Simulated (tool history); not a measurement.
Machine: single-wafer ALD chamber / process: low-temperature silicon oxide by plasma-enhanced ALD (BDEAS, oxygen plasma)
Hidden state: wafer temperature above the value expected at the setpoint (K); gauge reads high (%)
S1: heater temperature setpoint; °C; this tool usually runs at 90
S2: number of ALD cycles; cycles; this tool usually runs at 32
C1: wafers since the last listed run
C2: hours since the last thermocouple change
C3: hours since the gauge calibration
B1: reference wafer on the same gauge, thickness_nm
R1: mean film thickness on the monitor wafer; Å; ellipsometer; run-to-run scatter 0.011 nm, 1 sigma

run 1 hour=0.0 | S1=90 S2=32 | C1=0 C2=547.1 C3=711.3 | B1=3.959 | R1=45.92
run 2 hour=61.0 | S1=79 S2=32 | C1=377 C2=608.1 C3=772.3 | B1=3.960 | R1=48.10
run 3 hour=116.0 | S1=93 S2=32 | C1=340 C2=663.1 C3=827.3 | B1=3.959 | R1=45.88
run 4 hour=174.5 | S1=93 S2=32 | C1=362 C2=721.6 C3=885.8 | B1=3.961 | R1=45.71
run 5 hour=228.1 | S1=90 S2=32 | C1=332 C2=775.2 C3=939.4 | B1=3.960 | R1=46.23
run 6 hour=276.1 | S1=90 S2=32 | C1=297 C2=823.2 C3=987.4 | B1=3.961 | R1=46.55
run 7 hour=322.4 | S1=90 S2=32 | C1=286 C2=869.5 C3=1033.7 | B1=3.959 | R1=46.50
run 8 hour=391.6 | S1=84 S2=32 | C1=428 C2=938.7 C3=1102.9 | B1=3.960 | R1=47.51
run 9 hour=495.9 | S1=90 S2=32 | C1=646 C2=1043.0 C3=1207.2 | B1=3.958 | R1=46.77
run 10 hour=534.6 | S1=90 S2=32 | C1=239 C2=1081.7 C3=1245.9 | B1=3.961 | R1=46.62
run 11 hour=607.6 | S1=90 S2=32 | C1=452 C2=1154.7 C3=1318.9 | B1=3.960 | R1=46.63
-- hour=654.8 thermocouple changed; heater temperature recalibrated
run 12 hour=665.6 | S1=90 S2=32 | C1=309 C2=10.8 C3=1376.9 | B1=3.960 | R1=45.94
run 13 hour=765.0 | S1=90 S2=32 | C1=615 C2=110.2 C3=1476.3 | B1=3.960 | R1=45.72
run 14 hour=807.3 | S1=90 S2=32 | C1=262 C2=152.5 C3=1518.6 | B1=3.961 | R1=45.79
run 15 hour=892.8 | S1=90 S2=32 | C1=529 C2=238.0 C3=1604.1 | B1=3.961 | R1=45.73
run 16 hour=990.3 | S1=90 S2=32 | C1=603 C2=335.5 C3=1701.6 | B1=3.960 | R1=46.03
run 17 hour=1062.2 | S1=83 S2=32 | C1=445 C2=407.4 C3=1773.5 | B1=3.958 | R1=47.26
run 18 hour=1146.3 | S1=83 S2=32 | C1=520 C2=491.5 C3=1857.6 | B1=3.959 | R1=47.02
run 19 hour=1229.4 | S1=90 S2=32 | C1=514 C2=574.6 C3=1940.7 | B1=3.960 | R1=46.03
run 20 hour=1280.7 | S1=90 S2=32 | C1=317 C2=625.9 C3=1992.0 | B1=3.959 | R1=46.05
run 21 hour=1417.9 | S1=90 S2=30 | C1=849 C2=763.1 C3=2129.2 | B1=3.959 | R1=43.44
run 22 hour=1467.6 | S1=90 S2=32 | C1=307 C2=812.8 C3=2178.9 | B1=3.958 | R1=46.31
run 23 hour=1521.2 | S1=90 S2=32 | C1=332 C2=866.4 C3=2232.5 | B1=3.960 | R1=46.29
run 24 hour=1610.0 | S1=103 S2=37 | C1=550 C2=955.2 C3=2321.3 | B1=3.960 | R1=51.37
-- hour=1624.0 gauge calibrated
-- hour=1647.4 thermocouple changed; heater temperature recalibrated
run 25 hour=1667.1 | S1=77 S2=32 | C1=304 C2=19.7 C3=43.1 | B1=3.962 | R1=47.99
run 26 hour=1717.0 | S1=90 S2=32 | C1=309 C2=69.6 C3=93.0 | B1=3.961 | R1=45.97
run 27 hour=1812.3 | S1=93 S2=32 | C1=590 C2=164.9 C3=188.3 | B1=3.960 | R1=45.45
run 28 hour=1904.2 | S1=101 S2=27 | C1=569 C2=256.8 C3=280.2 | B1=3.959 | R1=37.15
run 29 hour=1985.4 | S1=76 S2=36 | C1=502 C2=338.0 C3=361.4 | B1=3.962 | R1=54.07
run 30 hour=2132.7 | S1=95 S2=27 | C1=912 C2=485.3 C3=508.7 | B1=3.960 | R1=38.16
run 31 hour=2194.2 | S1=102 S2=38 | C1=380 C2=546.8 C3=570.2 | B1=3.961 | R1=52.50
run 32 hour=2253.5 | S1=85 S2=34 | C1=367 C2=606.1 C3=629.5 | B1=3.959 | R1=49.84
run 33 hour=2455.1 | S1=83 S2=27 | C1=1248 C2=807.7 C3=831.1 | B1=3.962 | R1=40.04
run 34 hour=2499.5 | S1=86 S2=32 | C1=275 C2=852.1 C3=875.5 | B1=3.961 | R1=47.21
run 35 hour=2556.0 | S1=105 S2=29 | C1=349 C2=908.6 C3=932.0 | B1=3.959 | R1=40.06
-- hour=2609.2 thermocouple changed; heater temperature recalibrated
run 36 hour=2620.7 | S1=80 S2=27 | C1=351 C2=11.5 C3=996.7 | B1=3.959 | R1=39.95
run 37 hour=2707.9 | S1=96 S2=37 | C1=540 C2=98.7 C3=1083.9 | B1=3.960 | R1=52.00
run 38 hour=2809.7 | S1=90 S2=32 | C1=630 C2=200.5 C3=1185.7 | B1=3.959 | R1=45.87
run 39 hour=2912.2 | S1=97 S2=28 | C1=634 C2=303.0 C3=1288.2 | B1=3.959 | R1=39.29
run 40 hour=2998.4 | S1=90 S2=32 | C1=533 C2=389.2 C3=1374.4 | B1=3.961 | R1=46.03
run 41 hour=3099.7 | S1=105 S2=32 | C1=627 C2=490.5 C3=1475.7 | B1=3.962 | R1=44.19
run 42 hour=3177.7 | S1=78 S2=38 | C1=483 C2=568.5 C3=1553.7 | B1=3.961 | R1=56.80
run 43 hour=3218.2 | S1=77 S2=30 | C1=250 C2=609.0 C3=1594.2 | B1=3.961 | R1=45.08
run 44 hour=3315.2 | S1=80 S2=29 | C1=600 C2=706.0 C3=1691.2 | B1=3.959 | R1=43.27
run 45 hour=3377.9 | S1=90 S2=32 | C1=388 C2=768.7 C3=1753.9 | B1=3.958 | R1=46.40
run 46 hour=3443.0 | S1=98 S2=32 | C1=403 C2=833.8 C3=1819.0 | B1=3.958 | R1=44.98

Selected run-to-run steps in R1, each split into two signed amounts: the part the tool would show with no hidden state at all (from settings, incoming material and random variation), and the remainder, which goes to the hidden state together with any gauge scatter not common to the measured and the hidden-state-free results:
Run 11 -> 12: thermocouple changed; heater temperature recalibrated. R1 -0.69 Å: hidden state -0.92, all else +0.23.
Run 24 -> 25: S1 103 -> 77, S2 37 -> 32, gauge calibrated, thermocouple changed; heater temperature recalibrated. R1 -3.38 Å: hidden state -0.46, all else -2.92.
Run 28 -> 29: S1 101 -> 76, S2 27 -> 36. R1 +16.92 Å: hidden state +0.05, all else +16.87.
Run 29 -> 30: S1 76 -> 95, S2 36 -> 27. R1 -15.91 Å: hidden state +0.06, all else -15.97.
Run 30 -> 31: S1 95 -> 102, S2 27 -> 38. R1 +14.34 Å: hidden state -0.01, all else +14.35.
Run 35 -> 36: S1 105 -> 80, S2 29 -> 27, thermocouple changed; heater temperature recalibrated. R1 -0.11 Å: hidden state -0.30, all else +0.19.
